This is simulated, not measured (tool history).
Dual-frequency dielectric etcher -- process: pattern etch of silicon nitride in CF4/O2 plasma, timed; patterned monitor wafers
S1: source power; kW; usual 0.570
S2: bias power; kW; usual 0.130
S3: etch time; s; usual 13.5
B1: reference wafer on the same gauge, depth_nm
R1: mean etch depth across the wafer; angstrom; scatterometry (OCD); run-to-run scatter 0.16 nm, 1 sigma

run    hour     S1     S2    S3     B1     R1
  1     0.0  0.650  0.113  13.5  24.47  301.1
  2    62.0  0.570  0.130  13.5  24.53  285.4
  3   169.9  0.570  0.130  13.5  24.47  284.1
  4   222.4  0.570  0.130  13.5  24.50  286.1
      251.9  -- wet clean of the chamber
  5   315.2  0.570  0.130  13.5  24.49  286.5
  6   411.0  0.570  0.130  13.5  24.47  286.4
  7   468.0  0.570  0.130  13.5  24.47  286.7
  8   562.7  0.570  0.130  13.5  24.48  284.9
      615.0  -- upper electrode replaced
      647.1  -- wet clean of the chamber
  9   657.1  0.570  0.130  13.5  24.45  282.5
 10   693.4  0.570  0.130  13.5  24.52  286.7
 11   796.5  0.570  0.130  13.5  24.46  285.6
 12   880.9  0.570  0.130  13.5  24.48  282.4
      966.1  -- gauge calibrated
 13   984.3  0.630  0.130  13.5  24.51  306.5
 14  1042.6  0.570  0.130  13.5  24.49  286.9
     1100.4  -- wet clean of the chamber
 15  1100.9  0.680  0.121  12.0  24.47  288.2
 16  1177.3  0.640  0.153  12.0  24.49  296.1
 17  1245.6  0.470  0.130  17.0  24.52  308.7
 18  1311.2  0.470  0.099  13.5  24.49  221.0
 19  1391.3  0.440  0.106  13.5  24.55  218.3
     1489.5  -- source power generator calibrated
 20  1492.9  0.570  0.130  13.5  24.50  284.2
     1544.9  -- wet clean of the chamber
 21  1545.4  0.570  0.130  12.0  24.54  255.4
 22  1591.1  0.570  0.130  13.5  24.53  285.4
     1641.1  -- bias power generator calibrated
 23  1696.7  0.570  0.130  13.5  24.46  284.2

Run 24 has not been measured yet. What should we expect?
 24  1744.0  0.570  0.107  15.0   ?   ?

B1: 24.47
R1: 299.5 angstrom
Had the tool carried no hidden state, the very same run would have given R1 299.5 angstrom.
